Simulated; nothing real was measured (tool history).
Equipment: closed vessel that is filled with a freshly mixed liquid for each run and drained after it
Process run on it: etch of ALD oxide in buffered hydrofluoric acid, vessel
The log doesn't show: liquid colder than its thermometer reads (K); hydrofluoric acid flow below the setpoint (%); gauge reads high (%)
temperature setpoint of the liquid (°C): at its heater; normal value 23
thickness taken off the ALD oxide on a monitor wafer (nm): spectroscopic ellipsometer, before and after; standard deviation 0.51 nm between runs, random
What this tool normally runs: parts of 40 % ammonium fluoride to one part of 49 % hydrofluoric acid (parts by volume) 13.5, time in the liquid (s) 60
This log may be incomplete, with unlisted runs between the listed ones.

run   hour  temperature setpoint of the liquid (°C)  parts of 40 % ammonium fluoride to one part of 49 % hydrofluoric acid (parts by volume)  time in the liquid (s)  wafers since the last listed run  hours since the thermometer was replaced  hours since the hydrofluoric acid flow meter was replaced  hours since the gauge calibration  read-back film thickness of the ALD oxide reference wafer, read on the same gauge (nm)  thickness taken off the ALD oxide on a monitor wafer (nm)
  1      0                                       23                                                                                     13.5                      50                                 0                                    2468.2                                                     2078.9                              160.1                                                                                     110                                                      51.88
  2   35.5                                       23                                                                                     13.5                      50                              4044                                    2503.7                                                     2114.4                              195.6                                                                                  110.01                                                      51.34
  3   58.1                                       23                                                                                     13.5                      50                              2574                                    2526.3                                                       2137                              218.2                                                                                  109.95                                                      50.31
  4   93.5                                       23                                                                                     13.5                      60                              4033                                    2561.7                                                     2172.4                              253.6                                                                                  109.98                                                      59.91
  5  112.2                                       23                                                                                     13.5                      60                              2130                                    2580.4                                                     2191.1                              272.3                                                                                  109.96                                                      61.01
  6  136.9                                       23                                                                                     13.5                      60                              2814                                    2605.1                                                     2215.8                                297                                                                                  109.99                                                      59.96
  7  170.2                                       23                                                                                     13.5                      60                              3793                                    2638.4                                                     2249.1                              330.3                                                                                  109.98                                                      60.45
  8  195.8                                       23                                                                                     13.5                      60                              2916                                      2664                                                     2274.7                              355.9                                                                                  110.01                                                      60.46
  9  210.8                                       23                                                                                     13.5                      60                              1708                                      2679                                                     2289.7                              370.9                                                                                  109.99                                                      61.33
 10  229.2                                       23                                                                                     13.5                      60                              2096                                    2697.4                                                     2308.1                              389.3                                                                                  109.98                                                      60.08
 11  246.5                                       23                                                                                     13.5                      60                              1971                                    2714.7                                                     2325.4                              406.6                                                                                  110.04                                                      60.42
     250.3  -- thermometer replaced
 12  261.7                                       23                                                                                     13.5                      60                              1617                                      11.4                                                     2340.6                              421.8                                                                                  109.96                                                      60.31
 13  274.1                                       23                                                                                     13.5                      60                              1412                                      23.8                                                       2353                              434.2                                                                                  109.98                                                      61.14
 14    298                                       23                                                                                     13.5                      60                              2722                                      47.7                                                     2376.9                              458.1                                                                                     110                                                      60.32
 15  312.8                                       27                                                                                       12                      30                              1686                                      62.5                                                     2391.7                              472.9                                                                                  109.99                                                      41.98
     342.7  -- gauge calibrated
 16  393.5                                       18                                                                                     17.5                      90                              9194                                     143.2                                                     2472.4                               50.8                                                                                  110.06                                                      52.63
     412.3  -- hydrofluoric acid flow meter replaced
 17  418.4                                       23                                                                                     13.5                      60                              2722                                     168.1                                                        6.1                               75.7                                                                                  110.04                                                      67.44
 18  449.9                                       23                                                                                     13.5                      60                              3588                                     199.6                                                       37.6                              107.2                                                                                  110.04                                                      67.38
 19  470.5                                       28                                                                                     16.5                      85                              2346                                     220.2                                                       58.2                              127.8                                                                                  110.04                                                     104.66
 20  501.3                                       23                                                                                     13.5                      85                              3509                                       251                                                         89                              158.6                                                                                  109.97                                                      96.31
 21  531.4                                       23                                                                                       12                      30                              3429                                     281.1                                                      119.1                              188.7                                                                                  109.98                                                      37.83
 22  552.2                                     27.5                                                                                       16                      70                              2369                                     301.9                                                      139.9                              209.5                                                                                  110.02                                                      84.16
 23  586.5                                       23                                                                                     13.5                      60                              3907                                     336.2                                                      174.2                              243.8                                                                                  109.98                                                      67.08
 24  612.1                                     18.5                                                                                      9.5                      70                              2916                                     361.8                                                      199.8                              269.4                                                                                  110.02                                                      84.67
 25  645.6                                       25                                                                                       10                      75                              3816                                     395.3                                                      233.3                              302.9                                                                                  110.01                                                     124.55
 26  662.5                                       23                                                                                     15.5                      60                              1925                                     412.2                                                      250.2                              319.8                                                                                     110                                                       58.3
 27  674.7                                       23                                                                                     13.5                      60                              1389                                     424.4                                                      262.4                                332                                                                                  109.99                                                      66.53
 28  691.1                                       23                                                                                       10                      30                              1868                                     440.8                                                      278.8                              348.4                                                                                  109.99                                                      44.41
 29  713.8                                       23                                                                                     13.5                      60                              2586                                     463.5                                                      301.5                              371.1                                                                                  110.01                                                       66.4

Run by run, hidden condition taken away, random variation retained:
run  thickness taken off the ALD oxide on a monitor wafer (nm)
  1                                                      57.87
  2                                                      57.38
  3                                                       56.3
  4                                                      67.17
  5                                                      68.48
  6                                                      67.38
  7                                                      68.07
  8                                                      68.17
  9                                                      69.21
 10                                                      67.87
 11                                                      68.32
 12                                                      68.25
 13                                                      69.23
 14                                                       68.4
 15                                                      47.62
 16                                                      60.05
 17                                                      68.14
 18                                                      68.18
 19                                                     106.02
 20                                                      97.71
 21                                                      38.44
 22                                                      85.61
 23                                                      68.35
 24                                                      85.77
 25                                                     127.26
 26                                                      59.64
 27                                                      68.09
 28                                                      45.48
 29                                                      68.09
